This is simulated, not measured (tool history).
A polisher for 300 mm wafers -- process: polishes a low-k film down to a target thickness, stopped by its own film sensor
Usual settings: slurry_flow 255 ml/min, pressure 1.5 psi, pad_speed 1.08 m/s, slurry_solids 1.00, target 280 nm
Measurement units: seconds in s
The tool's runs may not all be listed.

run   hour  slurry_flow  pressure  pad_speed  slurry_solids  target  incoming thickness of the incoming film, nm  seconds
  1    0.0          300       1.5       1.08           1.00     280                                        299.3     64.7
  2   32.9          300       1.5       1.08           1.00     280                                        305.1     87.0
  3   59.5          255       1.5       1.08           1.00     280                                        296.3     56.4
      92.2  -- slurry blender recalibrated
  4   92.7          230       1.5       1.20           1.00     280                                        302.8     73.5
  5  125.7          255       1.5       1.08           1.00     280                                        297.0     57.8
  6  139.3          255       1.5       1.22           1.00     280                                        300.9     65.4
     150.6  -- head pressure recalibrated
     159.5  -- worn pad replaced by a new one
  7  181.2          255       1.5       1.08           1.15     280                                        300.2     83.8
     188.1  -- slurry nozzle cleaned
  8  195.3          320       1.5       0.96           1.00     285                                        297.3     56.9
  9  220.6          255       1.5       1.08           1.00     280                                        303.6    105.2
     234.7  -- conditioning disc replaced and pad reconditioned
 10  257.6          255       1.5       0.76           1.10     280                                        301.1    112.1
 11  285.2          255       1.5       1.08           1.00     280                                        299.6     83.0
     299.2  -- head pressure recalibrated, repeated, since the last time left the tool worse
 12  299.7          255       1.5       1.08           1.00     280                                        295.6     55.8
     328.6  -- worn pad replaced by a new one
 13  333.0          255       1.9       0.92           1.00     286                                        303.9     60.0
 14  347.7          255       1.5       1.08           1.00     280                                        295.7     57.7
 15  371.6          220       1.5       1.36           1.00     275                                        305.0     92.9

For run 16, what comes out?
 16  384.1          255       1.5       1.08           1.00     280                                        296.9        ?

For run 16 the tool returned seconds 60.9 s.
The same run, on a tool lacking any hidden state, would have yielded seconds 62.5 s.

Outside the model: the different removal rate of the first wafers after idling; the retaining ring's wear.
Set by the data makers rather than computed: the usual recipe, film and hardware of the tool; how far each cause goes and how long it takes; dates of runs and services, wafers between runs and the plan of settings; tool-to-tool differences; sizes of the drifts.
